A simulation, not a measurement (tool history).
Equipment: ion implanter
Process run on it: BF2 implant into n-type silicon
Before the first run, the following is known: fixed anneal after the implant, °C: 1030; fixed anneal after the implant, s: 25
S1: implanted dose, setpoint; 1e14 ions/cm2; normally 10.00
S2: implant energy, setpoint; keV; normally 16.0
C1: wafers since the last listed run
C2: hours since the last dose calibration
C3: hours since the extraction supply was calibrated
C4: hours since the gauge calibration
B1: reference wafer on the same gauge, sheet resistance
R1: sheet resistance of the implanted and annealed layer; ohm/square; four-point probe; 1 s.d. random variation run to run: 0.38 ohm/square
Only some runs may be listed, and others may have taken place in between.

run	hour	S1	S2	C1	C2	C3	C4	B1	R1
1	0.0	10.00	16.0	0	611.3	1310.0	1567.9	157.89	160.36
2	89.0	10.00	16.0	1387	700.3	1399.0	1656.9	157.97	160.25
3	132.6	10.00	16.0	679	743.9	1442.6	1700.5	158.04	160.86
4	174.3	10.00	16.0	650	785.6	1484.3	1742.2	157.84	160.65
5	216.0	10.00	16.0	650	827.3	1526.0	1783.9	157.99	160.28
6	308.4	10.00	16.0	1440	919.7	1618.4	1876.3	157.98	161.19
7	384.8	10.00	16.0	1191	996.1	1694.8	1952.7	157.99	160.58
8	423.8	10.00	16.0	608	1035.1	1733.8	1991.7	157.96	161.37
9	460.0	10.00	16.0	564	1071.3	1770.0	2027.9	158.11	160.53
10	518.0	10.00	16.0	904	1129.3	1828.0	2085.9	157.94	160.26
11	604.1	10.00	16.0	1342	1215.4	1914.1	2172.0	157.91	160.58
# hour 609.8: gauge calibrated
12	645.1	10.00	16.0	639	1256.4	1955.1	35.3	158.03	160.56
# hour 688.0: extraction supply calibrated
13	738.2	10.00	16.0	1326	1349.5	50.2	128.4	157.94	159.41
14	824.9	11.20	16.0	1351	1436.2	136.9	215.1	157.90	151.25
15	878.0	10.00	12.0	827	1489.3	190.0	268.2	158.00	170.49
16	961.0	10.00	16.0	1293	1572.3	273.0	351.2	157.99	160.08
# hour 1041.9: extraction supply calibrated, repeated, since the last time left the tool worse
17	1151.0	12.91	19.5	2837	1762.3	109.1	541.2	158.03	137.13
18	1189.4	8.30	20.0	598	1800.7	147.5	579.6	158.06	169.58
19	1280.3	7.02	19.0	1417	1891.6	238.4	670.5	157.90	191.00
20	1329.1	12.99	16.0	760	1940.4	287.2	719.3	158.06	144.96
21	1367.3	8.80	11.0	595	1978.6	325.4	757.5	157.89	189.15
22	1453.7	12.44	19.0	1346	2065.0	411.8	843.9	157.95	139.67
# hour 1466.6: Faraday cup replaced and dose calibrated
23	1510.2	10.00	16.0	756	43.6	468.3	900.4	158.07	160.81
24	1584.0	10.92	14.5	1150	117.4	542.1	974.2	158.08	158.47
25	1693.4	10.00	17.5	1705	226.8	651.5	1083.6	157.95	157.35
26	1796.3	11.22	11.0	1604	329.7	754.4	1186.5	157.97	168.62
27	1884.5	12.95	17.5	1375	417.9	842.6	1274.7	158.01	141.39
28	1948.5	8.41	16.0	997	481.9	906.6	1338.7	158.10	176.11
29	1985.7	10.00	16.0	579	519.1	943.8	1375.9	158.01	161.30

Run-by-run hidden state of the tool:
deviation of the true dose from the Faraday cup's reading, %: 0 at every run
gauge reads high (%): 0 at every run
H1: deviation of the true energy from its setpoint, %
run	H1
1	0.811
2	0.968
3	1.05
4	1.13
5	1.21
6	1.4
7	1.56
8	1.65
9	1.73
10	1.87
11	2.08
12	2.18
13	5.12
14	5.14
15	5.15
16	5.17
17	0.437
18	0.443
19	0.466
20	0.483
21	0.498
22	0.54
23	0.572
24	0.621
25	0.706
26	0.8
27	0.892
28	0.965
29	1.01
